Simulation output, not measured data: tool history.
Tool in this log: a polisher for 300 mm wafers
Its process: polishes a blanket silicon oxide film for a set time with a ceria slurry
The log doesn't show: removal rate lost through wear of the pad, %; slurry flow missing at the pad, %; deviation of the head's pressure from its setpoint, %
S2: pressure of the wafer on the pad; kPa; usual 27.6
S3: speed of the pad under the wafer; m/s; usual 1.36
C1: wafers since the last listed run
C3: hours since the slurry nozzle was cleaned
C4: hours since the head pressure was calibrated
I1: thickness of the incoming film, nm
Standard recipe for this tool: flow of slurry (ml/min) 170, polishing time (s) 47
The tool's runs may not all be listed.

{"run": 1, "hour": 0.0, "flow of slurry (ml/min)": 170, "S2": 27.6, "S3": 1.36, "polishing time (s)": 47, "C1": 0, "wafers polished on this pad": 2572, "C3": 525.8, "C4": 1022.5, "I1": 1677.1, "film removed (angstrom)": 3580}
{"hour": 21.0, "done": "slurry nozzle cleaned"}
{"hour": 154.9, "done": "head pressure recalibrated"}
{"run": 2, "hour": 161.6, "flow of slurry (ml/min)": 170, "S2": 27.6, "S3": 1.36, "polishing time (s)": 47, "C1": 2318, "wafers polished on this pad": 4891, "C3": 140.6, "C4": 6.7, "I1": 1643.1, "film removed (angstrom)": 3745}
{"run": 3, "hour": 205.8, "flow of slurry (ml/min)": 170, "S2": 27.6, "S3": 1.36, "polishing time (s)": 47, "C1": 646, "wafers polished on this pad": 5537, "C3": 184.8, "C4": 50.9, "I1": 1686, "film removed (angstrom)": 3761}
{"run": 4, "hour": 232.3, "flow of slurry (ml/min)": 155, "S2": 27.6, "S3": 1.36, "polishing time (s)": 47, "C1": 387, "wafers polished on this pad": 5924, "C3": 211.3, "C4": 77.4, "I1": 1655.8, "film removed (angstrom)": 3699}
{"run": 5, "hour": 286.3, "flow of slurry (ml/min)": 155, "S2": 27.6, "S3": 1.36, "polishing time (s)": 47, "C1": 789, "wafers polished on this pad": 6714, "C3": 265.3, "C4": 131.4, "I1": 1664, "film removed (angstrom)": 3628}
{"hour": 330.9, "done": "worn pad replaced by a new one"}
{"run": 6, "hour": 331.4, "flow of slurry (ml/min)": 170, "S2": 27.6, "S3": 1.36, "polishing time (s)": 47, "C1": 600, "wafers polished on this pad": 8, "C3": 310.4, "C4": 176.5, "I1": 1680.1, "film removed (angstrom)": 3671}
{"run": 7, "hour": 397.1, "flow of slurry (ml/min)": 170, "S2": 27.6, "S3": 1.36, "polishing time (s)": 47, "C1": 960, "wafers polished on this pad": 968, "C3": 376.1, "C4": 242.2, "I1": 1674.4, "film removed (angstrom)": 3674}
{"hour": 453.3, "done": "slurry nozzle cleaned"}
{"run": 8, "hour": 453.8, "flow of slurry (ml/min)": 170, "S2": 27.6, "S3": 1.36, "polishing time (s)": 47, "C1": 814, "wafers polished on this pad": 1782, "C3": 0.5, "C4": 298.9, "I1": 1688.2, "film removed (angstrom)": 3666}
{"run": 9, "hour": 509.2, "flow of slurry (ml/min)": 170, "S2": 27.6, "S3": 1.36, "polishing time (s)": 47, "C1": 809, "wafers polished on this pad": 2592, "C3": 55.9, "C4": 354.3, "I1": 1629.2, "film removed (angstrom)": 3692}
{"run": 10, "hour": 552.2, "flow of slurry (ml/min)": 170, "S2": 27.6, "S3": 1.36, "polishing time (s)": 47, "C1": 628, "wafers polished on this pad": 3221, "C3": 98.9, "C4": 397.3, "I1": 1626.1, "film removed (angstrom)": 3635}
{"run": 11, "hour": 616.4, "flow of slurry (ml/min)": 170, "S2": 27.6, "S3": 1.36, "polishing time (s)": 47, "C1": 938, "wafers polished on this pad": 4159, "C3": 163.1, "C4": 461.5, "I1": 1693.4, "film removed (angstrom)": 3648}
{"run": 12, "hour": 644.2, "flow of slurry (ml/min)": 140, "S2": 27.6, "S3": 1.36, "polishing time (s)": 47, "C1": 406, "wafers polished on this pad": 4566, "C3": 190.9, "C4": 489.3, "I1": 1681, "film removed (angstrom)": 3563}
{"run": 13, "hour": 696.9, "flow of slurry (ml/min)": 140, "S2": 27.6, "S3": 1.36, "polishing time (s)": 47, "C1": 770, "wafers polished on this pad": 5336, "C3": 243.6, "C4": 542, "I1": 1670.8, "film removed (angstrom)": 3498}
{"run": 14, "hour": 738.5, "flow of slurry (ml/min)": 170, "S2": 27.6, "S3": 1.76, "polishing time (s)": 47, "C1": 608, "wafers polished on this pad": 5945, "C3": 285.2, "C4": 583.6, "I1": 1637, "film removed (angstrom)": 4467}
{"run": 15, "hour": 780.9, "flow of slurry (ml/min)": 170, "S2": 27.6, "S3": 1.36, "polishing time (s)": 47, "C1": 619, "wafers polished on this pad": 6564, "C3": 327.6, "C4": 626, "I1": 1671.9, "film removed (angstrom)": 3596}
{"run": 16, "hour": 839.8, "flow of slurry (ml/min)": 170, "S2": 27.6, "S3": 1.36, "polishing time (s)": 47, "C1": 861, "wafers polished on this pad": 7425, "C3": 386.5, "C4": 684.9, "I1": 1660.2, "film removed (angstrom)": 3572}
{"hour": 867.0, "done": "worn pad replaced by a new one"}
{"run": 17, "hour": 898.2, "flow of slurry (ml/min)": 170, "S2": 33.1, "S3": 1.68, "polishing time (s)": 47, "C1": 795, "wafers polished on this pad": 455, "C3": 444.9, "C4": 743.3, "I1": 1660.9, "film removed (angstrom)": 5018}
{"hour": 962.2, "done": "slurry nozzle cleaned"}
{"run": 18, "hour": 966.6, "flow of slurry (ml/min)": 170, "S2": 27.6, "S3": 1.36, "polishing time (s)": 47, "C1": 985, "wafers polished on this pad": 1441, "C3": 4.4, "C4": 811.7, "I1": 1674.4, "film removed (angstrom)": 3623}
{"run": 19, "hour": 1001.5, "flow of slurry (ml/min)": 170, "S2": 27.6, "S3": 1.36, "polishing time (s)": 47, "C1": 510, "wafers polished on this pad": 1951, "C3": 39.3, "C4": 846.6, "I1": 1667.9, "film removed (angstrom)": 3603}
{"run": 20, "hour": 1066.2, "flow of slurry (ml/min)": 130, "S2": 20, "S3": 1.68, "polishing time (s)": 59, "C1": 945, "wafers polished on this pad": 2897, "C3": 104, "C4": 911.3, "I1": 1673.6, "film removed (angstrom)": 3733}
{"run": 21, "hour": 1117.3, "flow of slurry (ml/min)": 215, "S2": 27.6, "S3": 1.36, "polishing time (s)": 47, "C1": 747, "wafers polished on this pad": 3644, "C3": 155.1, "C4": 962.4, "I1": 1668, "film removed (angstrom)": 3688}
{"run": 22, "hour": 1184.7, "flow of slurry (ml/min)": 215, "S2": 35.2, "S3": 1.36, "polishing time (s)": 47, "C1": 985, "wafers polished on this pad": 4629, "C3": 222.5, "C4": 1029.8, "I1": 1644.3, "film removed (angstrom)": 4493}
{"run": 23, "hour": 1218.0, "flow of slurry (ml/min)": 170, "S2": 17.9, "S3": 1.36, "polishing time (s)": 47, "C1": 486, "wafers polished on this pad": 5116, "C3": 255.8, "C4": 1063.1, "I1": 1660.5, "film removed (angstrom)": 2395}
{"run": 24, "hour": 1265.1, "flow of slurry (ml/min)": 170, "S2": 27.6, "S3": 1.36, "polishing time (s)": 47, "C1": 688, "wafers polished on this pad": 5805, "C3": 302.9, "C4": 1110.2, "I1": 1685.9, "film removed (angstrom)": 3544}
{"hour": 1339.2, "done": "worn pad replaced by a new one"}
{"run": 25, "hour": 1339.7, "flow of slurry (ml/min)": 225, "S2": 20.7, "S3": 1.12, "polishing time (s)": 33, "C1": 1032, "wafers polished on this pad": 7, "C3": 377.5, "C4": 1184.8, "I1": 1656.8, "film removed (angstrom)": 1724}
{"hour": 1400.5, "done": "slurry nozzle cleaned"}
{"run": 26, "hour": 1402.5, "flow of slurry (ml/min)": 170, "S2": 19.3, "S3": 1.36, "polishing time (s)": 52, "C1": 903, "wafers polished on this pad": 910, "C3": 2, "C4": 1247.6, "I1": 1662.2, "film removed (angstrom)": 2827}
{"hour": 1419.5, "done": "head pressure recalibrated"}
{"run": 27, "hour": 1456.7, "flow of slurry (ml/min)": 170, "S2": 27.6, "S3": 1.36, "polishing time (s)": 47, "C1": 763, "wafers polished on this pad": 1673, "C3": 56.2, "C4": 37.2, "I1": 1645.1, "film removed (angstrom)": 3709}
{"run": 28, "hour": 1527.4, "flow of slurry (ml/min)": 170, "S2": 27.6, "S3": 1.36, "polishing time (s)": 47, "C1": 1033, "wafers polished on this pad": 2707, "C3": 126.9, "C4": 107.9, "I1": 1682.4, "film removed (angstrom)": 3693}
{"run": 29, "hour": 1589.5, "flow of slurry (ml/min)": 225, "S2": 22.8, "S3": 1.04, "polishing time (s)": 47, "C1": 907, "wafers polished on this pad": 3615, "C3": 189, "C4": 170, "I1": 1666.3, "film removed (angstrom)": 2655}
{"run": 30, "hour": 1613.6, "flow of slurry (ml/min)": 195, "S2": 37.2, "S3": 1.62, "polishing time (s)": 35, "C1": 352, "wafers polished on this pad": 3967, "C3": 213.1, "C4": 194.1, "I1": 1650.1, "film removed (angstrom)": 4217}
{"run": 31, "hour": 1642.1, "flow of slurry (ml/min)": 225, "S2": 20.7, "S3": 1.12, "polishing time (s)": 33, "C1": 416, "wafers polished on this pad": 4384, "C3": 241.6, "C4": 222.6, "I1": 1633.7, "film removed (angstrom)": 1809}
{"hour": 1763.3, "done": "worn pad replaced by a new one"}
{"run": 32, "hour": 1823.0, "flow of slurry (ml/min)": 170, "S2": 27.6, "S3": 1.36, "polishing time (s)": 47, "C1": 2586, "wafers polished on this pad": 873, "C3": 422.5, "C4": 403.5, "I1": 1666.1, "film removed (angstrom)": 3645}
{"run": 33, "hour": 1849.4, "flow of slurry (ml/min)": 170, "S2": 20, "S3": 1.82, "polishing time (s)": 47, "C1": 385, "wafers polished on this pad": 1259, "C3": 448.9, "C4": 429.9, "I1": 1662.7, "film removed (angstrom)": 3431}
{"run": 34, "hour": 1920.1, "flow of slurry (ml/min)": 170, "S2": 32.4, "S3": 1.18, "polishing time (s)": 47, "C1": 1033, "wafers polished on this pad": 2292, "C3": 519.6, "C4": 500.6, "I1": 1645.3, "film removed (angstrom)": 3774}
{"hour": 1941.7, "done": "slurry nozzle cleaned"}
{"run": 35, "hour": 1991.5, "flow of slurry (ml/min)": 170, "S2": 27.6, "S3": 1.36, "polishing time (s)": 47, "C1": 1029, "wafers polished on this pad": 3322, "C3": 49.8, "C4": 572, "I1": 1640.9, "film removed (angstrom)": 3591}
{"run": 36, "hour": 2052.9, "flow of slurry (ml/min)": 170, "S2": 31, "S3": 1.36, "polishing time (s)": 53, "C1": 897, "wafers polished on this pad": 4219, "C3": 111.2, "C4": 633.4, "I1": 1684.1, "film removed (angstrom)": 4501}

Hidden state at the last listed run before each entry between runs and at the first one after, where it differs:
In the gap between runs 1 and 2: slurry nozzle cleaned (hour 21); head pressure recalibrated (hour 154.9)
  deviation of the head's pressure from its setpoint, %: -5.27 -> 0.308
  difference, measured minus the result without the unlogged condition, film removed (angstrom): -177 -> +10
In the gap between runs 5 and 6: worn pad replaced by a new one (hour 330.9)
  deviation of the head's pressure from its setpoint, %: -0.468 -> -0.749
  difference, measured minus the result without the unlogged condition, film removed (angstrom): -15 -> -24
In the gap between runs 7 and 8: slurry nozzle cleaned (hour 453.3)
  deviation of the head's pressure from its setpoint, %: -1.16 -> -1.51
  difference, measured minus the result without the unlogged condition, film removed (angstrom): -39 -> -50
In the gap between runs 16 and 17: worn pad replaced by a new one (hour 867)
  deviation of the head's pressure from its setpoint, %: -3.91 -> -4.28
  difference, measured minus the result without the unlogged condition, film removed (angstrom): -129 -> -200
In the gap between runs 17 and 18: slurry nozzle cleaned (hour 962.2)
  deviation of the head's pressure from its setpoint, %: -4.28 -> -4.7
  difference, measured minus the result without the unlogged condition, film removed (angstrom): -200 -> -159
In the gap between runs 24 and 25: worn pad replaced by a new one (hour 1339.2)
  deviation of the head's pressure from its setpoint, %: -6.56 -> -7.02
  difference, measured minus the result without the unlogged condition, film removed (angstrom): -221 -> -115
In the gap between runs 25 and 26: slurry nozzle cleaned (hour 1400.5)
  deviation of the head's pressure from its setpoint, %: -7.02 -> -7.42
  difference, measured minus the result without the unlogged condition, film removed (angstrom): -115 -> -200
In the gap between runs 26 and 27: head pressure recalibrated (hour 1419.5)
  deviation of the head's pressure from its setpoint, %: -7.42 -> -0.816
  difference, measured minus the result without the unlogged condition, film removed (angstrom): -200 -> -27
In the gap between runs 31 and 32: worn pad replaced by a new one (hour 1763.3)
  deviation of the head's pressure from its setpoint, %: -1.97 -> -3.1
  difference, measured minus the result without the unlogged condition, film removed (angstrom): -33 -> -104
In the gap between runs 34 and 35: slurry nozzle cleaned (hour 1941.7)
  deviation of the head's pressure from its setpoint, %: -3.7 -> -4.14
  difference, measured minus the result without the unlogged condition, film removed (angstrom): -129 -> -138
